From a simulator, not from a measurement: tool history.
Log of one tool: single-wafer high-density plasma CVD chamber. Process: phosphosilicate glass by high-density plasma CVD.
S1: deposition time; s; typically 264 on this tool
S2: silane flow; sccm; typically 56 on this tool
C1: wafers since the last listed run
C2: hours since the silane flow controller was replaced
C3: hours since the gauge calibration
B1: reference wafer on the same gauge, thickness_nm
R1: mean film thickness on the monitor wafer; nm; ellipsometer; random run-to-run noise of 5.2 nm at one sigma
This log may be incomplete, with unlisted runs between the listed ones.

{"run": 1, "hour": 0.0, "S1": 253, "S2": 60, "C1": 0, "C2": 2821.2, "C3": 1015.6, "B1": 1314.104, "R1": 1196.487}
{"run": 2, "hour": 36.1, "S1": 253, "S2": 60, "C1": 332, "C2": 2857.3, "C3": 1051.7, "B1": 1314.922, "R1": 1193.781}
{"run": 3, "hour": 72.0, "S1": 253, "S2": 60, "C1": 330, "C2": 2893.2, "C3": 1087.6, "B1": 1312.471, "R1": 1198.77}
{"run": 4, "hour": 104.6, "S1": 234, "S2": 56, "C1": 300, "C2": 2925.8, "C3": 1120.2, "B1": 1312.486, "R1": 1072.065}
{"run": 5, "hour": 166.7, "S1": 234, "S2": 56, "C1": 571, "C2": 2987.9, "C3": 1182.3, "B1": 1310.214, "R1": 1061.592}
{"run": 6, "hour": 195.5, "S1": 278, "S2": 53, "C1": 265, "C2": 3016.7, "C3": 1211.1, "B1": 1308.347, "R1": 1226.561}
{"run": 7, "hour": 249.5, "S1": 278, "S2": 53, "C1": 497, "C2": 3070.7, "C3": 1265.1, "B1": 1311.887, "R1": 1223.23}
{"run": 8, "hour": 316.9, "S1": 278, "S2": 53, "C1": 620, "C2": 3138.1, "C3": 1332.5, "B1": 1311.226, "R1": 1234.492}
{"run": 9, "hour": 367.4, "S1": 264, "S2": 49, "C1": 464, "C2": 3188.6, "C3": 1383, "B1": 1309.44, "R1": 1131.035}
{"run": 10, "hour": 438.7, "S1": 264, "S2": 49, "C1": 656, "C2": 3259.9, "C3": 1454.3, "B1": 1311.774, "R1": 1127.605}
{"run": 11, "hour": 510.6, "S1": 247, "S2": 62, "C1": 661, "C2": 3331.8, "C3": 1526.2, "B1": 1310.769, "R1": 1187.049}
{"run": 12, "hour": 558.4, "S1": 247, "S2": 62, "C1": 440, "C2": 3379.6, "C3": 1574, "B1": 1309.377, "R1": 1193.923}
{"run": 13, "hour": 613.0, "S1": 295, "S2": 56, "C1": 502, "C2": 3434.2, "C3": 1628.6, "B1": 1308.889, "R1": 1338.252}
{"run": 14, "hour": 682.3, "S1": 300, "S2": 56, "C1": 638, "C2": 3503.5, "C3": 1697.9, "B1": 1307.967, "R1": 1369.245}
{"run": 15, "hour": 821.6, "S1": 300, "S2": 56, "C1": 1282, "C2": 3642.8, "C3": 1837.2, "B1": 1307.719, "R1": 1371.385}
{"run": 16, "hour": 846.3, "S1": 264, "S2": 56, "C1": 227, "C2": 3667.5, "C3": 1861.9, "B1": 1309.223, "R1": 1199.358}
{"hour": 902.3, "done": "gauge calibrated"}
{"run": 17, "hour": 902.7, "S1": 264, "S2": 56, "C1": 519, "C2": 3723.9, "C3": 0.4, "B1": 1344.555, "R1": 1236.764}
{"run": 18, "hour": 966.0, "S1": 264, "S2": 56, "C1": 582, "C2": 3787.2, "C3": 63.7, "B1": 1341.496, "R1": 1230.082}
{"run": 19, "hour": 1014.9, "S1": 297, "S2": 56, "C1": 450, "C2": 3836.1, "C3": 112.6, "B1": 1341.549, "R1": 1380.641}
{"run": 20, "hour": 1076.6, "S1": 285, "S2": 56, "C1": 568, "C2": 3897.8, "C3": 174.3, "B1": 1336.55, "R1": 1328.051}
{"run": 21, "hour": 1266.8, "S1": 264, "S2": 56, "C1": 1751, "C2": 4088, "C3": 364.5, "B1": 1333.244, "R1": 1224.461}
{"run": 22, "hour": 1334.1, "S1": 218, "S2": 46, "C1": 619, "C2": 4155.3, "C3": 431.8, "B1": 1330.508, "R1": 911.49}
{"run": 23, "hour": 1368.2, "S1": 295, "S2": 61, "C1": 313, "C2": 4189.4, "C3": 465.9, "B1": 1330.251, "R1": 1427.597}
{"run": 24, "hour": 1434.5, "S1": 218, "S2": 56, "C1": 610, "C2": 4255.7, "C3": 532.2, "B1": 1326.805, "R1": 997.684}
{"run": 25, "hour": 1464.5, "S1": 235, "S2": 63, "C1": 276, "C2": 4285.7, "C3": 562.2, "B1": 1326.474, "R1": 1149.58}
{"run": 26, "hour": 1514.6, "S1": 224, "S2": 56, "C1": 461, "C2": 4335.8, "C3": 612.3, "B1": 1327.281, "R1": 1030.232}
{"run": 27, "hour": 1540.5, "S1": 264, "S2": 56, "C1": 238, "C2": 4361.7, "C3": 638.2, "B1": 1325.33, "R1": 1222.138}
{"hour": 1554.8, "done": "silane flow controller replaced"}
{"run": 28, "hour": 1590.8, "S1": 315, "S2": 61, "C1": 389, "C2": 36, "C3": 688.5, "B1": 1324.842, "R1": 1508.506}
{"run": 29, "hour": 1618.9, "S1": 228, "S2": 56, "C1": 258, "C2": 64.1, "C3": 716.6, "B1": 1324.904, "R1": 1052.521}
{"run": 30, "hour": 1670.7, "S1": 264, "S2": 56, "C1": 476, "C2": 115.9, "C3": 768.4, "B1": 1325.39, "R1": 1212.024}
{"run": 31, "hour": 1721.9, "S1": 239, "S2": 46, "C1": 471, "C2": 167.1, "C3": 819.6, "B1": 1323.545, "R1": 996.107}
{"run": 32, "hour": 1753.4, "S1": 287, "S2": 56, "C1": 290, "C2": 198.6, "C3": 851.1, "B1": 1322.314, "R1": 1329.244}
{"run": 33, "hour": 1784.0, "S1": 213, "S2": 48, "C1": 281, "C2": 229.2, "C3": 881.7, "B1": 1323.58, "R1": 912.911}
{"run": 34, "hour": 1841.3, "S1": 235, "S2": 52, "C1": 527, "C2": 286.5, "C3": 939, "B1": 1323.681, "R1": 1047.766}
{"run": 35, "hour": 1876.6, "S1": 264, "S2": 62, "C1": 324, "C2": 321.8, "C3": 974.3, "B1": 1322.649, "R1": 1283.641}
{"run": 36, "hour": 1945.9, "S1": 247, "S2": 62, "C1": 638, "C2": 391.1, "C3": 1043.6, "B1": 1322.667, "R1": 1199.096}

Predict the results of run 37:
{"run": 37, "hour": 1974.2, "S1": 298, "S2": 50, "C1": 260, "C2": 419.4, "C3": 1071.9, "B1": "?", "R1": "?"}

{"run 37": {"B1": 1320.237, "R1": 1287.784}}
The same run, on a tool lacking any hidden state, would have yielded R1 1306.127 nm.
